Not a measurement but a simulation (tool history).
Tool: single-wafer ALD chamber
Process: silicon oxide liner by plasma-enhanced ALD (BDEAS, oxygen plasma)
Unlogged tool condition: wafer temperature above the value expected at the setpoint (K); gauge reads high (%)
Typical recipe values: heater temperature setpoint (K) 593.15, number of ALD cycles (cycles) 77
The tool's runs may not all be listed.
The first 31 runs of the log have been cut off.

run	hour	heater temperature setpoint (K)	number of ALD cycles (cycles)	wafers since the last listed run	hours since the last thermocouple change	hours since the gauge calibration	read-back reference wafer on the same gauge, thickness_nm	mean film thickness on the monitor wafer (Å)
32	746.3	593.15	67	96	299.1	174.9	6.396	57.33
33	775.9	586.15	89	166	328.7	204.5	6.39	76.59
34	793.4	593.15	77	98	346.2	222	6.393	66.14
35	818.6	581.15	67	141	371.4	247.2	6.391	58.27
36	924.8	593.15	77	596	477.6	353.4	6.378	65.49
37	937.6	583.15	72	71	490.4	366.2	6.376	62.54
38	960	593.15	77	125	512.8	388.6	6.37	65.67
39	975.6	593.15	87	87	528.4	404.2	6.366	73.83
40	996.6	606.15	91	117	549.4	425.2	6.362	75.91
41	1016.8	606.15	71	113	569.6	445.4	6.36	59.09
42	1050.8	602.15	77	191	603.6	479.4	6.356	64.1

Forecast each of these 5 alternatives for the next run:
A	1051.3	607.15	77	2	604.1	479.9	?	?
B	1051.3	593.15	90	2	604.1	479.9	?	?
C	1051.3	593.15	86	2	604.1	479.9	?	?
D	1051.3	583.15	69	2	604.1	479.9	?	?
E	1051.3	604.15	66	2	604.1	479.9	?	?

run	read-back reference wafer on the same gauge, thickness_nm	mean film thickness on the monitor wafer (Å)
A	6.352	64.01
B	6.352	76.57
C	6.352	73.17
D	6.352	59.67
E	6.352	55.14
The same runs, with their run-to-run variation unchanged, on a tool lacking any hidden condition would have given:
run	mean film thickness on the monitor wafer (Å)
A	64.48
B	77.14
C	73.71
D	60.11
E	55.55
